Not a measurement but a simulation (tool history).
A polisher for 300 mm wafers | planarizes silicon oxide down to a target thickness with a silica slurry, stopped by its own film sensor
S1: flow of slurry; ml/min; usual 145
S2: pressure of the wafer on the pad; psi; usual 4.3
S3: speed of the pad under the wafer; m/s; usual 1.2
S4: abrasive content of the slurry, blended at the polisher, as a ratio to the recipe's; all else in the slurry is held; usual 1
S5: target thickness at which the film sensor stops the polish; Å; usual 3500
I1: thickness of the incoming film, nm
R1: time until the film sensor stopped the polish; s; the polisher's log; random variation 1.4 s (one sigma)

run   hour   S1   S2    S3    S4    S5     I1     R1
  1      0  145  4.3  1.52     1  3500  738.9   94.3
      16.6  -- worn pad replaced by a new one
  2     23  145  4.3  1.52     1  3500  739.7   93.1
  3   42.2  145  4.3  1.52     1  3500  732.7   91.8
  4   65.2  145  4.3   1.2     1  3500  738.1  109.6
      77.5  -- slurry blender recalibrated
  5  125.4  145  4.3   1.2     1  3500  753.3  117.5
  6  141.2  145  4.3   1.2     1  3500  747.7  114.4
  7  177.1  145  5.5  1.54     1  3500  745.4   78.4
  8  199.4  145  4.3   1.2     1  4030  750.6   99.7
  9  211.6  100  4.8  0.82  0.85  3500    740  158.9
     217.3  -- worn pad replaced by a new one
 10  233.2  145  4.3  1.42     1  2560  735.1    120
     246.3  -- slurry nozzle cleaned
 11  256.1  145  4.3   1.2     1  3500  727.3  108.4
 12  285.6  120  4.3   1.5     1  3500  744.7   98.9
 13  305.9  145  4.3   1.2     1  3500  748.4  112.1
     312.5  -- slurry blender recalibrated
       314  -- conditioning disc replaced and pad reconditioned
 14  335.4  145  4.3   1.2     1  3500  741.3  111.6
 15  354.9  145  4.3  1.08     1  3500  731.2  119.4
 16  375.4  145  4.3   1.2     1  3500  738.6    111
 17  396.4  175  5.4  1.58     1  3500  751.6   75.2
     419.4  -- worn pad replaced by a new one
     428.2  -- head pressure recalibrated
 18  428.7  145  4.3   1.2   0.9  3500  748.5    118
 19  442.9  145  4.3   1.2     1  3500  735.4  110.4
 20    476  145  4.3   1.6     1  3500  744.3   91.5
 21  511.7  145  4.3   1.2     1  3940  728.8   97.1
     541.6  -- slurry blender recalibrated
 22  542.1  145  4.3   1.2     1  3500  738.7  108.6
 23  575.4  145  4.3   1.2     1  3500  736.2  111.4
 24    593  145  4.3   1.2     1  2550  732.7  138.3
     598.7  -- slurry nozzle cleaned
     620.7  -- worn pad replaced by a new one
 25  624.1  145    3   1.2     1  3500  737.9  141.7
 26  649.3   95  4.3   1.2     1  3500  740.9  120.1

Forecast each of these 3 alternatives for the next run:
  A  649.8  145  4.3   1.2   1  3500  739   ?
  B  649.8  160  4.3  1.08   1  4340  739   ?
  C  649.8  190  3.9   1.2   1  2350  739   ?

run     R1
  A  110.6
  B   92.2
  C  147.7
Without the tool's hidden state the same runs would have given:
run     R1
  A  110.6
  B   92.2
  C  147.7
